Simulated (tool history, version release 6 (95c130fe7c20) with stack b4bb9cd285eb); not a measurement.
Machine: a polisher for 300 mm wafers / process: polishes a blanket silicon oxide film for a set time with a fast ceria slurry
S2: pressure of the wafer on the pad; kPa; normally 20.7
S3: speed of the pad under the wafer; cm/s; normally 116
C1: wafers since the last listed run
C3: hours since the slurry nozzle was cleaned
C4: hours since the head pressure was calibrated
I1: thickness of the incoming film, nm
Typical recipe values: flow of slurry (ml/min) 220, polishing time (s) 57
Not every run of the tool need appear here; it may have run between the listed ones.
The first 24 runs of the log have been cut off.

run 25 hour=1958.6 | flow_of_slurry_(ml/min)=220 S2=15.2 S3=90 polishing_time_(s)=57 | C1=613 wafers_polished_on_this_pad=1434 C3=52 C4=635.7 | I1=3656.4 | film_removed_(nm)=692.2
run 26 hour=2027.4 | flow_of_slurry_(ml/min)=250 S2=17.9 S3=80 polishing_time_(s)=48 | C1=1108 wafers_polished_on_this_pad=2542 C3=120.8 C4=704.5 | I1=3641.9 | film_removed_(nm)=591.3
run 27 hour=2069 | flow_of_slurry_(ml/min)=220 S2=20.7 S3=156 polishing_time_(s)=48 | C1=669 wafers_polished_on_this_pad=3212 C3=162.4 C4=746.1 | I1=3695.8 | film_removed_(nm)=973.9
run 28 hour=2130 | flow_of_slurry_(ml/min)=220 S2=20.7 S3=116 polishing_time_(s)=57 | C1=982 wafers_polished_on_this_pad=4194 C3=223.4 C4=807.1 | I1=3670.8 | film_removed_(nm)=948.6
run 29 hour=2177.9 | flow_of_slurry_(ml/min)=195 S2=20.7 S3=84 polishing_time_(s)=49 | C1=771 wafers_polished_on_this_pad=4965 C3=271.3 C4=855 | I1=3634.4 | film_removed_(nm)=653.3
run 30 hour=2228 | flow_of_slurry_(ml/min)=275 S2=25.5 S3=98 polishing_time_(s)=70 | C1=806 wafers_polished_on_this_pad=5772 C3=321.4 C4=905.1 | I1=3604.9 | film_removed_(nm)=1207.2
run 31 hour=2280.3 | flow_of_slurry_(ml/min)=220 S2=20.7 S3=86 polishing_time_(s)=57 | C1=842 wafers_polished_on_this_pad=6615 C3=373.7 C4=957.4 | I1=3706.4 | film_removed_(nm)=748.7
run 32 hour=2325 | flow_of_slurry_(ml/min)=220 S2=20.7 S3=116 polishing_time_(s)=57 | C1=719 wafers_polished_on_this_pad=7335 C3=418.4 C4=1002.1 | I1=3676.2 | film_removed_(nm)=884.9
-- hour=2404.2 worn pad replaced by a new one
run 33 hour=2405.2 | flow_of_slurry_(ml/min)=165 S2=16.5 S3=116 polishing_time_(s)=57 | C1=1227 wafers_polished_on_this_pad=15 C3=498.6 C4=1082.3 | I1=3661.8 | film_removed_(nm)=823.7

Consider 4 possible next runs. They are alternatives, not a sequence: every one starts from the tool as it was left by run 33. What does each give?
run A hour=2405.6 | flow_of_slurry_(ml/min)=220 S2=20.7 S3=130 polishing_time_(s)=57 | C1=6 wafers_polished_on_this_pad=22 C3=499 C4=1082.7 | I1=3651.1 | film_removed_(nm)=?
run B hour=2405.6 | flow_of_slurry_(ml/min)=250 S2=20.7 S3=116 polishing_time_(s)=67 | C1=6 wafers_polished_on_this_pad=22 C3=499 C4=1082.7 | I1=3651.1 | film_removed_(nm)=?
run C hour=2405.6 | flow_of_slurry_(ml/min)=220 S2=24.8 S3=146 polishing_time_(s)=48 | C1=6 wafers_polished_on_this_pad=22 C3=499 C4=1082.7 | I1=3651.1 | film_removed_(nm)=?
run D hour=2405.6 | flow_of_slurry_(ml/min)=250 S2=16.5 S3=132 polishing_time_(s)=76 | C1=6 wafers_polished_on_this_pad=22 C3=499 C4=1082.7 | I1=3651.1 | film_removed_(nm)=?

run=A film_removed_(nm)=1068
run=B film_removed_(nm)=1181
run=C film_removed_(nm)=1105.1
run=D film_removed_(nm)=1261.5
Had the tool no hidden state, the same runs would have come out as:
run=A film_removed_(nm)=1081.1
run=B film_removed_(nm)=1195.5
run=C film_removed_(nm)=1118.6
run=D film_removed_(nm)=1277

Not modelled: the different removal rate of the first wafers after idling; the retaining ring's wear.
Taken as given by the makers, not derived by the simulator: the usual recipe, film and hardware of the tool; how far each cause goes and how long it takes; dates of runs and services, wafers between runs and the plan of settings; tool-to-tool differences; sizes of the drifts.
